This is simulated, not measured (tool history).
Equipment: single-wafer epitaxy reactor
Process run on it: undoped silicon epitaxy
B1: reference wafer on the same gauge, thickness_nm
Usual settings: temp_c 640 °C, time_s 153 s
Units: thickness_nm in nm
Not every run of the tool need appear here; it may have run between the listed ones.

{"run": 1, "hour": 0.0, "temp_c": 640, "time_s": 153, "B1": 18.807, "thickness_nm": 19.77}
{"run": 2, "hour": 47.9, "temp_c": 640, "time_s": 153, "B1": 18.809, "thickness_nm": 19.591}
{"run": 3, "hour": 79.3, "temp_c": 646, "time_s": 153, "B1": 18.807, "thickness_nm": 22.878}
{"run": 4, "hour": 126.0, "temp_c": 646, "time_s": 153, "B1": 18.799, "thickness_nm": 22.743}
{"run": 5, "hour": 174.8, "temp_c": 640, "time_s": 153, "B1": 18.797, "thickness_nm": 19.572}
{"run": 6, "hour": 227.5, "temp_c": 640, "time_s": 153, "B1": 18.802, "thickness_nm": 19.696}
{"run": 7, "hour": 269.5, "temp_c": 640, "time_s": 153, "B1": 18.797, "thickness_nm": 19.694}
{"run": 8, "hour": 322.4, "temp_c": 640, "time_s": 153, "B1": 18.802, "thickness_nm": 19.567}
{"run": 9, "hour": 347.5, "temp_c": 640, "time_s": 153, "B1": 18.808, "thickness_nm": 19.608}
{"run": 10, "hour": 415.7, "temp_c": 640, "time_s": 153, "B1": 18.803, "thickness_nm": 19.581}
{"run": 11, "hour": 477.6, "temp_c": 640, "time_s": 153, "B1": 18.807, "thickness_nm": 19.609}
{"hour": 570.4, "done": "pyrometer calibrated"}
{"run": 12, "hour": 579.1, "temp_c": 640, "time_s": 153, "B1": 18.8, "thickness_nm": 20.294}
{"run": 13, "hour": 603.6, "temp_c": 640, "time_s": 153, "B1": 18.806, "thickness_nm": 20.201}
{"run": 14, "hour": 629.3, "temp_c": 647, "time_s": 132, "B1": 18.805, "thickness_nm": 20.709}
{"run": 15, "hour": 654.9, "temp_c": 640, "time_s": 135, "B1": 18.8, "thickness_nm": 17.73}
{"hour": 718.5, "done": "gauge calibrated"}
{"run": 16, "hour": 725.6, "temp_c": 632, "time_s": 144, "B1": 18.813, "thickness_nm": 15.355}
{"run": 17, "hour": 758.1, "temp_c": 628, "time_s": 166, "B1": 18.8, "thickness_nm": 15.887}
{"run": 18, "hour": 828.6, "temp_c": 634, "time_s": 173, "B1": 18.797, "thickness_nm": 19.256}
{"run": 19, "hour": 881.5, "temp_c": 648, "time_s": 125, "B1": 18.783, "thickness_nm": 19.856}
{"run": 20, "hour": 933.1, "temp_c": 646, "time_s": 135, "B1": 18.792, "thickness_nm": 20.265}
{"run": 21, "hour": 980.2, "temp_c": 627, "time_s": 142, "B1": 18.783, "thickness_nm": 13.098}
{"run": 22, "hour": 1034.0, "temp_c": 636, "time_s": 161, "B1": 18.803, "thickness_nm": 18.763}
{"run": 23, "hour": 1098.8, "temp_c": 653, "time_s": 136, "B1": 18.79, "thickness_nm": 24.174}
{"run": 24, "hour": 1168.3, "temp_c": 627, "time_s": 169, "B1": 18.792, "thickness_nm": 15.54}
{"run": 25, "hour": 1203.0, "temp_c": 640, "time_s": 153, "B1": 18.807, "thickness_nm": 19.737}
{"run": 26, "hour": 1271.5, "temp_c": 634, "time_s": 173, "B1": 18.795, "thickness_nm": 19.063}

Below are 5 alternative next runs, each starting from the tool's condition after run 26. Predict each:
{"run": "A", "hour": 1271.9, "temp_c": 633, "time_s": 153, "B1": "?", "thickness_nm": "?"}
{"run": "B", "hour": 1271.9, "temp_c": 648, "time_s": 176, "B1": "?", "thickness_nm": "?"}
{"run": "C", "hour": 1271.9, "temp_c": 636, "time_s": 153, "B1": "?", "thickness_nm": "?"}
{"run": "D", "hour": 1271.9, "temp_c": 631, "time_s": 168, "B1": "?", "thickness_nm": "?"}
{"run": "E", "hour": 1271.9, "temp_c": 628, "time_s": 126, "B1": "?", "thickness_nm": "?"}

run=A B1=18.808 thickness_nm=16.47
run=B B1=18.808 thickness_nm=27.74
run=C B1=18.808 thickness_nm=17.795
run=D B1=18.808 thickness_nm=17.169
run=E B1=18.808 thickness_nm=11.906
Without the tool's hidden state the same runs would have given:
run=A thickness_nm=16.918
run=B thickness_nm=28.467
run=C thickness_nm=18.276
run=D thickness_nm=17.638
run=E thickness_nm=12.234
